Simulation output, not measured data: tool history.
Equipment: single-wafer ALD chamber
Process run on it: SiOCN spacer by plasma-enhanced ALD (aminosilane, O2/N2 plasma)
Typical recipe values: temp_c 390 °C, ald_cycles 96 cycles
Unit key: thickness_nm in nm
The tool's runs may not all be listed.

run,hour,temp_c,ald_cycles,"read-back reference wafer on the same gauge, thickness_nm",thickness_nm
1,0.0,401,96,5.419,5.025
2,46.6,401,96,5.426,5.025
3,101.2,401,96,5.427,5.023
4,129.1,387,101,5.428,5.304
5,192.7,387,101,5.430,5.316
6,247.5,387,101,5.434,5.294
7,301.6,390,96,5.436,5.050
8,394.9,390,96,5.446,5.057
9,459.8,390,96,5.446,5.034
10,526.8,390,96,5.450,5.044
11,556.3,390,96,5.452,5.049
12,612.1,390,96,5.457,5.059
13,653.6,390,96,5.455,5.076
14,680.8,390,96,5.458,5.043
# hour 720.6: gauge calibrated
15,736.7,390,96,5.359,4.987
16,794.0,390,96,5.362,4.961
17,839.1,390,96,5.365,4.994
18,875.4,390,96,5.367,4.986
19,946.2,378,77,5.370,3.992
20,978.1,377,111,5.373,5.764
21,1018.0,390,96,5.375,4.964
# hour 1034.0: thermocouple changed; heater temperature recalibrated
22,1062.6,384,78,5.377,4.046
23,1091.2,377,96,5.380,5.004
24,1154.6,399,83,5.384,4.324
25,1206.8,377,81,5.386,4.205
26,1247.4,396,89,5.387,4.628
27,1294.1,390,96,5.390,4.974
28,1341.7,390,96,5.392,5.008
29,1388.5,397,89,5.397,4.639
30,1415.1,381,83,5.396,4.334
31,1451.9,390,96,5.402,5.009
32,1510.0,399,88,5.403,4.580
33,1546.5,390,96,5.404,5.026
34,1608.1,390,96,5.407,5.036
35,1677.5,378,114,5.411,5.956
36,1735.3,378,77,5.416,4.037

Branching from run 36: 5 alternative next runs. What would each branch give?
A,1735.9,390,96,?,?
B,1735.9,394,112,?,?
C,1735.9,379,102,?,?
D,1735.9,377,84,?,?
E,1735.9,396,112,?,?

run,"read-back reference wafer on the same gauge, thickness_nm",thickness_nm
A,5.415,5.031
B,5.415,5.870
C,5.415,5.346
D,5.415,4.402
E,5.415,5.870
What these runs would have given with no unlogged condition in the tool:
run,thickness_nm
A,4.989
B,5.820
C,5.301
D,4.365
E,5.820
